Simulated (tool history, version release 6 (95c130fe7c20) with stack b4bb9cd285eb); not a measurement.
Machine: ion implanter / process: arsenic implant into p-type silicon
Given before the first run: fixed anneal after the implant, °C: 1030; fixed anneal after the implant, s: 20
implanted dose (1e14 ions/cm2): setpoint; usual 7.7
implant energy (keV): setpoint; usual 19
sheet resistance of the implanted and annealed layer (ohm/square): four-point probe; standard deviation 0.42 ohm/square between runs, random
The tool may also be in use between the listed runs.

run,hour,implanted dose (1e14 ions/cm2),implant energy (keV),wafers since the last listed run,hours since the last dose calibration,hours since the extraction supply was calibrated,hours since the gauge calibration,"read-back reference wafer on the same gauge, sheet resistance",sheet resistance of the implanted and annealed layer (ohm/square)
1,0,7.7,19,0,922.5,1808,196.4,137.89,139.75
2,30.4,7.7,19,795,952.9,1838.4,226.8,138.03,138.18
3,51.2,7.7,19,544,973.7,1859.2,247.6,137.92,138.61
4,75.7,7.7,19,641,998.2,1883.7,272.1,137.92,138.43
5,96.2,7.7,19,536,1018.7,1904.2,292.6,138,138.47
6,130.5,7.7,19,897,1053,1938.5,326.9,137.93,138.01
7,151.5,7.7,19,549,1074,1959.5,347.9,138.05,137.5
8,186.6,8.27,19,918,1109.1,1994.6,383,137.95,131.29
9,215.9,8.27,19,766,1138.4,2023.9,412.3,138,130.42
# hour 249.5: Faraday cup replaced and dose calibrated
10,250,9.49,14,683,0.5,2058,446.4,137.93,128.7
11,266.2,7.7,19,424,16.7,2074.2,462.6,138.15,142.56
# hour 288.2: gauge calibrated
12,290.7,9.15,15.5,641,41.2,2098.7,2.5,137.99,130.33

Run 13, settings as shown, results not yet in. Your forecast:
13,318.2,5.92,13,719,68.7,2126.2,30,?,?

{"run 13": {"read-back reference wafer on the same gauge, sheet resistance": 138, "sheet resistance of the implanted and annealed layer (ohm/square)": 179.93}}
Take away the tool's hidden state, keep the run-to-run variation as it was, and the same run would have given sheet resistance of the implanted and annealed layer (ohm/square) 178.95.
